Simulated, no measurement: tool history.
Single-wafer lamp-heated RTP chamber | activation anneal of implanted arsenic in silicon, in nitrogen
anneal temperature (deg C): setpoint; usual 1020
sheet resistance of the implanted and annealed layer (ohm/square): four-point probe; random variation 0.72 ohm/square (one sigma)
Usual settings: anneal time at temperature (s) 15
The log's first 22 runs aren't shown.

run	hour	anneal temperature (deg C)	anneal time at temperature (s)	wafers since the last listed run	wafers since the last pyrometer calibration	wafers since the reflector plate was cleaned	hours since the gauge calibration	read-back reference wafer on the same gauge, sheet resistance	sheet resistance of the implanted and annealed layer (ohm/square)
23	297.9	1020	15	118	763	2046	122.3	347.84	323.93
24	315.7	1036	9	221	984	2268	140.1	348.05	322.90
25	322.4	1020	15	83	1068	2351	146.8	347.96	322.67
26	331.6	998	10	114	1182	2465	156.0	347.67	327.30
27	341.2	1020	22	119	1301	2585	165.6	347.96	320.12
28	353.8	1036	12	156	1458	2741	178.2	347.53	322.89
29	370.1	1036	15	202	1661	2944	194.5	348.06	320.58
# hour 388.0: pyrometer window cleaned and pyrometer calibrated
30	388.5	1006	7	129	6	3073	212.9	348.32	327.95

Forecast run 31:
31	392.1	993	8	44	51	3118	216.5	?	?

read-back reference wafer on the same gauge, sheet resistance: 347.72
sheet resistance of the implanted and annealed layer (ohm/square): 329.61
Without the tool's hidden state the same run would have given sheet resistance of the implanted and annealed layer (ohm/square) 329.61.
